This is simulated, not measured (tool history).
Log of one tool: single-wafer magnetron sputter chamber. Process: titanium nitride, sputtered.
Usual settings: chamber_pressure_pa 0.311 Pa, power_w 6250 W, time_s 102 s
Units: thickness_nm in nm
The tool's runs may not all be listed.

run	hour	chamber_pressure_pa	power_w	time_s	wafers since the last listed run	wafers on the sputter target	hours since the last manometer calibration	hours since the magnet pack was replaced	hours since the gauge calibration	read-back reference wafer on the same gauge, thickness_nm	thickness_nm
1	0	0.311	6250	102	0	1000	1198.2	4122.4	101.8	100.004	119.323
2	7.7	0.407	6250	102	69	1070	1205.9	4130.1	109.5	100	114.282
3	21.2	0.407	6250	102	122	1192	1219.4	4143.6	123	100.02	114.432
4	37.5	0.244	6250	116	147	1340	1235.7	4159.9	139.3	99.999	139.202
5	43.9	0.244	6250	116	58	1399	1242.1	4166.3	145.7	99.987	138.973
6	50.3	0.311	6250	102	58	1457	1248.5	4172.7	152.1	99.981	118.915
7	60.8	0.311	7000	102	95	1552	1259	4183.2	162.6	100.019	133.169
# hour 68.6: gauge calibrated
8	77.7	0.311	5650	102	153	1705	1275.9	4200.1	9.1	100.009	107.425
# hour 91.3: capacitance manometer re-zeroed and calibrated
# hour 114.9: magnet pack replaced
9	115.4	0.311	6250	102	196	1902	24.1	0.5	46.8	100.024	118.523
10	123.4	0.385	6650	108	72	1975	32.1	8.5	54.8	100.004	129.287
11	137.3	0.352	5750	94	126	2101	46	22.4	68.7	99.988	98.45
# hour 149.7: sputter target and shields replaced
12	150.2	0.383	6250	102	44	4	58.9	35.3	81.6	100.001	116.665
13	161.9	0.221	5450	111	106	110	70.6	47	93.3	100.018	118.524
14	204.8	0.311	6250	102	389	499	113.5	89.9	136.2	99.96	119.935

Forecast each of these 5 alternatives for the next run:
A	205.2	0.311	6250	102	3	503	113.9	90.3	136.6	?	?
B	205.2	0.311	6250	115	3	503	113.9	90.3	136.6	?	?
C	205.2	0.311	4900	92	3	503	113.9	90.3	136.6	?	?
D	205.2	0.311	5750	82	3	503	113.9	90.3	136.6	?	?
E	205.2	0.237	5050	109	3	503	113.9	90.3	136.6	?	?

run	read-back reference wafer on the same gauge, thickness_nm	thickness_nm
A	99.977	119.962
B	99.977	135.252
C	99.977	84.83
D	99.977	88.725
E	99.977	106.903
Without the tool's hidden state the same runs would have given:
run	thickness_nm
A	120.48
B	135.836
C	85.196
D	89.108
E	107.364

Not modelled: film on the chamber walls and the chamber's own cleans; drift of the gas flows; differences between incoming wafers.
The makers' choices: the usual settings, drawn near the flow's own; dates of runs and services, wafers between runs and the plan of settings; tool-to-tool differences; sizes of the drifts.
